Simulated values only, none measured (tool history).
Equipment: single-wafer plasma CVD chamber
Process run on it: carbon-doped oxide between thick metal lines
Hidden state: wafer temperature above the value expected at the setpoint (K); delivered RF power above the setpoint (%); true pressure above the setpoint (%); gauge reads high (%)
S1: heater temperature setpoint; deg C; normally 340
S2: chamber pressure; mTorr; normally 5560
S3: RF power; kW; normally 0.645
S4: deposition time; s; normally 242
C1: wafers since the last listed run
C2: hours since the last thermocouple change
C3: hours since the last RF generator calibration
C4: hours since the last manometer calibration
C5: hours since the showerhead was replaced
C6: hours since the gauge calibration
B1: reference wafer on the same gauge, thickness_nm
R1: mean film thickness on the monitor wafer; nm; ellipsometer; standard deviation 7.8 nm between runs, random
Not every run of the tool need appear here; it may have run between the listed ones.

run    hour   S1    S2     S3   S4   C1      C2      C3      C4      C5      C6        B1        R1
  1     0.0  340  5560  0.645  242    0   673.8  1650.7  2062.6  6942.6  2114.1  1849.401  1609.152
  2   103.5  340  5560  0.645  242  863   777.3  1754.2  2166.1  7046.1  2217.6  1849.153  1595.174
      180.7  -- thermocouple changed; heater temperature recalibrated
  3   191.8  340  5560  0.645  242  670    11.1  1842.5  2254.4  7134.4  2305.9  1847.810  1602.348
  4   278.5  340  5560  0.675  273  723    97.8  1929.2  2341.1  7221.1  2392.6  1849.254  1846.373
  5   337.9  333  5560  0.645  242  495   157.2  1988.6  2400.5  7280.5  2452.0  1849.350  1634.674
      422.6  -- gauge calibrated
  6   433.5  340  5560  0.645  242  797   252.8  2084.2  2496.1  7376.1    10.9  1848.183  1608.270
      479.8  -- RF generator calibrated
  7   498.2  340  5560  0.645  242  473   317.5    18.4  2560.8  7440.8    75.6  1851.939  1614.040
  8   606.1  340  5560  0.645  242  900   425.4   126.3  2668.7  7548.7   183.5  1849.277  1621.647
  9   699.9  333  5050  0.770  242  782   519.2   220.1  2762.5  7642.5   277.3  1848.297  1809.147
      711.0  -- showerhead replaced
 10   784.7  350  5190  0.695  222  641   604.0   304.9  2847.3    73.7   362.1  1846.588  1495.310
 11   864.8  340  5560  0.645  242  668   684.1   385.0  2927.4   153.8   442.2  1851.666  1587.665
      910.8  -- capacitance manometer re-zeroed and calibrated
 12   924.2  340  5560  0.645  242  429   743.5   444.4    13.4   213.2   501.6  1852.455  1604.038
 13   985.7  340  4280  0.645  242  513   805.0   505.9    74.9   274.7   563.1  1851.037  1560.241
 14  1039.3  340  5560  0.745  242  447   858.6   559.5   128.5   328.3   616.7  1848.727  1750.206
 15  1093.6  340  6150  0.645  276  453   912.9   613.8   182.8   382.6   671.0  1846.441  1864.940
 16  1200.9  340  5560  0.645  197  895  1020.2   721.1   290.1   489.9   778.3  1847.109  1311.690
     1242.4  -- thermocouple changed; heater temperature recalibrated
 17  1275.1  340  5560  0.645  242  552    32.7   795.3   364.3   564.1   852.5  1847.712  1613.045
 18  1328.5  327  5560  0.645  242  445    86.1   848.7   417.7   617.5   905.9  1850.632  1663.284
 19  1390.4  340  5560  0.525  263  516   148.0   910.6   479.6   679.4   967.8  1851.629  1512.421
 20  1443.4  340  6480  0.740  242  442   201.0   963.6   532.6   732.4  1020.8  1849.079  1771.412
 21  1489.2  340  5560  0.680  242  382   246.8  1009.4   578.4   778.2  1066.6  1849.360  1661.038
 22  1585.8  340  5560  0.645  242  806   343.4  1106.0   675.0   874.8  1163.2  1851.501  1605.862
 23  1629.0  340  6790  0.570  242  360   386.6  1149.2   718.2   918.0  1206.4  1848.838  1506.995
 24  1722.3  340  6580  0.645  242  778   479.9  1242.5   811.5  1011.3  1299.7  1849.335  1640.739
 25  1830.3  331  4640  0.645  242  901   587.9  1350.5   919.5  1119.3  1407.7  1847.312  1618.011
 26  1917.7  348  5560  0.645  204  729   675.3  1437.9  1006.9  1206.7  1495.1  1849.415  1327.331
 27  1963.5  340  5560  0.690  201  382   721.1  1483.7  1052.7  1252.5  1540.9  1849.162  1384.244

Alternative continuations, all from the tool just after run 27; predict every row:
  A  1964.0  340  5560  0.645  283   4  721.6  1484.2  1053.2  1253.0  1541.4   ?   ?
  B  1964.0  351  4810  0.535  290   4  721.6  1484.2  1053.2  1253.0  1541.4   ?   ?
  C  1964.0  330  5560  0.535  223   4  721.6  1484.2  1053.2  1253.0  1541.4   ?   ?
  D  1964.0  331  6910  0.645  260   4  721.6  1484.2  1053.2  1253.0  1541.4   ?   ?
  E  1964.0  340  5560  0.645  263   4  721.6  1484.2  1053.2  1253.0  1541.4   ?   ?

run        B1        R1
  A  1846.139  1860.764
  B  1846.139  1611.409
  C  1846.139  1335.579
  D  1846.139  1789.585
  E  1846.139  1729.512
Take away the tool's hidden state, keep each run's random variation, and the runs would have read:
run        R1
  A  1860.764
  B  1611.409
  C  1335.579
  D  1789.585
  E  1729.512

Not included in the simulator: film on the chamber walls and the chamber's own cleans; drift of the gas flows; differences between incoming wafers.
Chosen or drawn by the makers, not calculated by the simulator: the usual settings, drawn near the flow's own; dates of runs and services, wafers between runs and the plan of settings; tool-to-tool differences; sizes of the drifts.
